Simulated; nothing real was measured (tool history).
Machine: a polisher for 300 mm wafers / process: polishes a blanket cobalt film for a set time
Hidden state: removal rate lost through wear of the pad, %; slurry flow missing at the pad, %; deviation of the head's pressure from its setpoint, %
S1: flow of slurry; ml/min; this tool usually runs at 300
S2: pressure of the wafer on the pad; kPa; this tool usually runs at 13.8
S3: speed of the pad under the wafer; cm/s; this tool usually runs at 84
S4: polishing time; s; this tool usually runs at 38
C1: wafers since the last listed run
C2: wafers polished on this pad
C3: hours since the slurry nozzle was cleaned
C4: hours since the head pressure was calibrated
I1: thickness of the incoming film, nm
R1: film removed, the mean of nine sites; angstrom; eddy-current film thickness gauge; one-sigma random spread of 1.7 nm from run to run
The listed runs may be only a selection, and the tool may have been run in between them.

run     day   S1    S2   S3  S4   C1   C2     C3     C4      I1    R1
  1   0.000  300  13.8   84  38    0  519  438.1  405.2  1302.6  1377
  2   0.604  300  13.8   84  38  117  637  452.6  419.7  1316.7  1395
      0.788  -- worn pad replaced by a new one
  3   1.312  300  13.8   84  33  105  102  469.6  436.7  1314.4  1176
  4   1.904  300  13.8   84  33  115  217  483.8  450.9  1311.6  1191
  5   2.433  300  13.8   84  33  102  320  496.5  463.6  1298.0  1155
  6   3.004  300  13.8   84  38  110  431  510.2  477.3  1306.5  1386
  7   3.646  300  13.8   84  38  124  556  525.6  492.7  1329.6  1339
  8   4.067  300  13.8   84  38   81  637  535.7  502.8  1333.2  1352
      4.504  -- worn pad replaced by a new one
  9   4.525  300  13.8   84  38   56    3  546.7  513.8  1331.5  1336
 10   4.662  300  13.8   84  38   26   30  550.0  517.1  1329.7  1348
 11   5.246  300  13.8   84  38  113  143  564.0  531.1  1325.9  1352
 12   5.925  300  13.8   84  38  132  276  580.3  547.4  1331.1  1323
 13   6.367  300  13.8   84  38   85  361  590.9  558.0  1320.6  1322
 14   6.683  300  13.8   84  38   61  423  598.5  565.6  1325.0  1312
 15   7.054  300  13.8   84  38   72  495  607.4  574.5  1312.5  1337
 16   7.417  300  13.8  104  38   70  566  616.1  583.2  1340.5  1639
      8.183  -- head pressure recalibrated
 17   8.204  300  13.8   84  38  136  703  635.0    0.5  1299.4  1323
 18   8.575  300  15.9   84  49   72  775  643.9    9.4  1320.6  1937
      8.767  -- worn pad replaced by a new one
 19   9.108  300   9.7   84  38   71   66  656.7   22.2  1300.0  1018
      9.971  -- slurry nozzle cleaned
 20  10.554  300  15.9   84  31  273  339   14.0   56.9  1309.5  1293

For run 21, what comes out?
 21  10.871  300  13.8  84  38  61  400  21.6  64.5  1304.1   ?

Run 21 yielded R1 1431 angstrom.
Minus the tool's unlogged condition, the same run would have read R1 1438 angstrom.
